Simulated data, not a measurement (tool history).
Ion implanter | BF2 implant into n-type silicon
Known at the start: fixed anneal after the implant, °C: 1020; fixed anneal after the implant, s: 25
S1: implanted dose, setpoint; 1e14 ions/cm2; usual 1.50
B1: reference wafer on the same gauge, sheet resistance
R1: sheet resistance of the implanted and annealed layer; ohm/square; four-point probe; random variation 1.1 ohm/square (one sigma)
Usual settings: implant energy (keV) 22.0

Run 1, hour 0.0: usual settings but implant energy (keV) 17.5; B1 881.26. Result: R1 824.42 ohm/square.
Run 2, hour 16.6: usual settings but implant energy (keV) 17.5; B1 880.91. Result: R1 821.61 ohm/square.
Run 3, hour 24.7: usual settings; B1 880.54. Result: R1 800.32 ohm/square.
Run 4, hour 36.8: usual settings; B1 880.45. Result: R1 799.34 ohm/square.
Run 5, hour 52.1: usual settings but S1 1.30 1e14 ions/cm2; B1 881.21. Result: R1 903.90 ohm/square.
Run 6, hour 60.1: usual settings but S1 1.30 1e14 ions/cm2; B1 880.98. Result: R1 903.71 ohm/square.
Run 7, hour 69.4: usual settings but S1 1.30 1e14 ions/cm2; B1 880.82. Result: R1 902.46 ohm/square.
Run 8, hour 86.5: usual settings; B1 880.65. Result: R1 799.13 ohm/square.
Run 9, hour 95.3: usual settings; B1 881.43. Result: R1 800.94 ohm/square.
Run 10, hour 101.9: usual settings; B1 880.73. Result: R1 800.50 ohm/square.
Run 11, hour 114.0: usual settings but S1 1.36 1e14 ions/cm2, implant energy (keV) 26.5; B1 881.09. Result: R1 846.76 ohm/square.
Run 12, hour 126.9: usual settings but S1 1.36 1e14 ions/cm2, implant energy (keV) 26.5; B1 881.85. Result: R1 844.76 ohm/square.
Run 13, hour 141.0: usual settings but S1 1.36 1e14 ions/cm2, implant energy (keV) 26.5; B1 880.86. Result: R1 847.64 ohm/square.
Run 14, hour 158.9: usual settings but implant energy (keV) 18.5; B1 880.87. Result: R1 818.79 ohm/square.
Run 15, hour 172.4: usual settings; B1 881.09. Result: R1 799.39 ohm/square.
Run 16, hour 185.9: usual settings but S1 1.79 1e14 ions/cm2, implant energy (keV) 16.0; B1 881.73. Result: R1 712.79 ohm/square.
Run 17, hour 201.2: usual settings but S1 1.36 1e14 ions/cm2, implant energy (keV) 26.5; B1 881.34. Result: R1 846.37 ohm/square.
At hour 207.5: gauge calibrated.
Run 18, hour 215.4: usual settings but S1 1.62 1e14 ions/cm2, implant energy (keV) 29.5; B1 880.94. Result: R1 723.54 ohm/square.
Run 19, hour 224.5: usual settings; B1 880.98. Result: R1 800.89 ohm/square.
At hour 243.6: extraction supply calibrated.
At hour 250.5: Faraday cup replaced and dose calibrated.
Run 20, hour 251.0: usual settings but implant energy (keV) 28.5; B1 881.19. Result: R1 744.13 ohm/square.
Run 21, hour 252.4: usual settings but S1 1.81 1e14 ions/cm2; B1 881.21. Result: R1 653.31 ohm/square.
Run 22, hour 263.9: usual settings but S1 1.26 1e14 ions/cm2, implant energy (keV) 28.0; B1 881.02. Result: R1 859.57 ohm/square.
Run 23, hour 281.1: usual settings; B1 881.24. Result: R1 770.77 ohm/square.
Run 24, hour 295.3: usual settings but S1 1.22 1e14 ions/cm2, implant energy (keV) 16.0; B1 881.03. Result: R1 956.84 ohm/square.
Run 25, hour 305.3: usual settings but implant energy (keV) 29.5; B1 881.23. Result: R1 741.61 ohm/square.
Run 26, hour 320.2: usual settings; B1 880.40. Result: R1 771.40 ohm/square.
Run 27, hour 333.4: usual settings but implant energy (keV) 26.5; B1 881.49. Result: R1 753.01 ohm/square.
Run 28, hour 348.0: usual settings but S1 1.35 1e14 ions/cm2, implant energy (keV) 18.5; B1 880.74. Result: R1 863.39 ohm/square.

Measured less the same run without the tool's hidden state. The same run-to-run variation is in both; the gauge's scatter may not be:
The hidden state here: deviation of the true dose from the Faraday cup's reading, %; deviation of the true energy from its setpoint, %; gauge reads high (%).
run      R1
  1  +35.90
  2  +35.88
  3  +34.24
  4  +34.27
  5  +38.59
  6  +38.63
  7  +38.62
  8  +34.51
  9  +34.63
 10  +34.65
 11  +35.92
 12  +35.90
 13  +36.09
 14  +36.32
 15  +34.92
 16  +32.14
 17  +36.31
 18  +30.96
 19  +35.21
 20   +1.73
 21   +1.63
 22   +2.78
 23   +3.53
 24   +5.44
 25   +4.51
 26   +5.61
 27   +6.01
 28   +7.94
